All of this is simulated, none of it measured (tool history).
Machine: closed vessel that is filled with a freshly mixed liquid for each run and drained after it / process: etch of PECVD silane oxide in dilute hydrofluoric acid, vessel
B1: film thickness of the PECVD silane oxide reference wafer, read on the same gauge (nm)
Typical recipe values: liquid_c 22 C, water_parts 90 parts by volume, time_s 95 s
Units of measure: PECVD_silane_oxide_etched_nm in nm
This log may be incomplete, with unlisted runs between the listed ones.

Run 1, hour 0: usual settings; B1 80.03. Result: PECVD_silane_oxide_etched_nm 45.83 nm.
Run 2, hour 105.6: usual settings; B1 79.98. Result: PECVD_silane_oxide_etched_nm 45.96 nm.
Run 3, hour 209.3: usual settings; B1 79.98. Result: PECVD_silane_oxide_etched_nm 46.05 nm.
At hour 287.3: hydrofluoric acid flow meter replaced.
Run 4, hour 291.7: usual settings but time_s 75 s; B1 80.01. Result: PECVD_silane_oxide_etched_nm 36.08 nm.
Run 5, hour 346.7: usual settings but time_s 75 s; B1 80.02. Result: PECVD_silane_oxide_etched_nm 35.98 nm.
At hour 407.2: thermometer replaced.
Run 6, hour 492.5: usual settings but time_s 75 s; B1 80.01. Result: PECVD_silane_oxide_etched_nm 36.66 nm.
At hour 557.2: gauge calibrated.
Run 7, hour 583.5: usual settings; B1 80.01. Result: PECVD_silane_oxide_etched_nm 45.43 nm.
Run 8, hour 687.9: usual settings; B1 79.98. Result: PECVD_silane_oxide_etched_nm 45.95 nm.
Run 9, hour 735.6: usual settings; B1 80. Result: PECVD_silane_oxide_etched_nm 46.31 nm.
Run 10, hour 795.8: usual settings; B1 79.99. Result: PECVD_silane_oxide_etched_nm 45.6 nm.
Run 11, hour 874.8: usual settings; B1 79.99. Result: PECVD_silane_oxide_etched_nm 45.28 nm.
Run 12, hour 946.1: usual settings but time_s 65 s; B1 79.97. Result: PECVD_silane_oxide_etched_nm 31.33 nm.
Run 13, hour 1009.4: usual settings but water_parts 100 parts by volume; B1 80. Result: PECVD_silane_oxide_etched_nm 41.09 nm.
Run 14, hour 1076.5: usual settings but liquid_c 18 C, water_parts 75 parts by volume; B1 79.99. Result: PECVD_silane_oxide_etched_nm 47.8 nm.
Run 15, hour 1119.6: usual settings but liquid_c 26.5 C, water_parts 75 parts by volume, time_s 150 s; B1 80.03. Result: PECVD_silane_oxide_etched_nm 106.44 nm.
Run 16, hour 1177.6: usual settings but liquid_c 26.5 C, water_parts 120 parts by volume, time_s 145 s; B1 79.99. Result: PECVD_silane_oxide_etched_nm 60.76 nm.
Run 17, hour 1225.1: usual settings but liquid_c 20 C; B1 79.98. Result: PECVD_silane_oxide_etched_nm 42.51 nm.
Run 18, hour 1278.9: usual settings but time_s 120 s; B1 80. Result: PECVD_silane_oxide_etched_nm 58.22 nm.
Run 19, hour 1332.6: usual settings; B1 80.01. Result: PECVD_silane_oxide_etched_nm 45.95 nm.
Run 20, hour 1563.5: usual settings; B1 80. Result: PECVD_silane_oxide_etched_nm 46.39 nm.
Run 21, hour 1603.5: usual settings but liquid_c 18 C, water_parts 65 parts by volume, time_s 130 s; B1 80. Result: PECVD_silane_oxide_etched_nm 74.62 nm.
At hour 1623.5: thermometer replaced.
Run 22, hour 1640: usual settings but liquid_c 20.5 C; B1 80.01. Result: PECVD_silane_oxide_etched_nm 43.22 nm.
At hour 1641.5: hydrofluoric acid flow meter replaced.
Run 23, hour 1733.6: usual settings; B1 80. Result: PECVD_silane_oxide_etched_nm 46.17 nm.
Run 24, hour 1830.3: usual settings; B1 80.02. Result: PECVD_silane_oxide_etched_nm 46.11 nm.
Run 25, hour 1962.6: usual settings but liquid_c 18 C, water_parts 55 parts by volume, time_s 75 s; B1 80.02. Result: PECVD_silane_oxide_etched_nm 52.48 nm.
Run 26, hour 2026.8: usual settings but liquid_c 18 C, water_parts 60 parts by volume, time_s 75 s; B1 79.99. Result: PECVD_silane_oxide_etched_nm 46.76 nm.
Run 27, hour 2125.4: usual settings but water_parts 70 parts by volume; B1 80.01. Result: PECVD_silane_oxide_etched_nm 60.19 nm.
Run 28, hour 2217.9: usual settings but time_s 50 s; B1 80. Result: PECVD_silane_oxide_etched_nm 24.15 nm.
Run 29, hour 2277.5: usual settings but liquid_c 26 C, water_parts 50 parts by volume; B1 80.01. Result: PECVD_silane_oxide_etched_nm 102.56 nm.
Run 30, hour 2376: usual settings but liquid_c 19 C, time_s 65 s; B1 80.04. Result: PECVD_silane_oxide_etched_nm 27.63 nm.
Run 31, hour 2438.6: usual settings but water_parts 65 parts by volume; B1 80.01. Result: PECVD_silane_oxide_etched_nm 65.69 nm.
Run 32, hour 2532.1: usual settings but liquid_c 20.5 C, water_parts 75 parts by volume; B1 80. Result: PECVD_silane_oxide_etched_nm 52.13 nm.
Run 33, hour 2588.2: usual settings but water_parts 130 parts by volume; B1 80.01. Result: PECVD_silane_oxide_etched_nm 30.51 nm.
At hour 2615.7: thermometer replaced.
Run 34, hour 2689.8: usual settings but liquid_c 18 C, water_parts 50 parts by volume, time_s 120 s; B1 80. Result: PECVD_silane_oxide_etched_nm 92.61 nm.

Branching from run 34: 3 alternative next runs. What would each branch give?
Run A, hour 2690.5: usual settings; B1 ?. Result: PECVD_silane_oxide_etched_nm ?.
Run B, hour 2690.5: usual settings but liquid_c 17.5 C, water_parts 60 parts by volume, time_s 140 s; B1 ?. Result: PECVD_silane_oxide_etched_nm ?.
Run C, hour 2690.5: usual settings but liquid_c 20 C, water_parts 50 parts by volume, time_s 65 s; B1 ?. Result: PECVD_silane_oxide_etched_nm ?.

run     B1  PECVD_silane_oxide_etched_nm
  A  79.99                         46.16
  B  79.99                          87.5
  C  79.99                         54.88
Without the tool's unlogged condition, the same runs would have read:
run  PECVD_silane_oxide_etched_nm
  A                         46.16
  B                          87.5
  C                         54.88
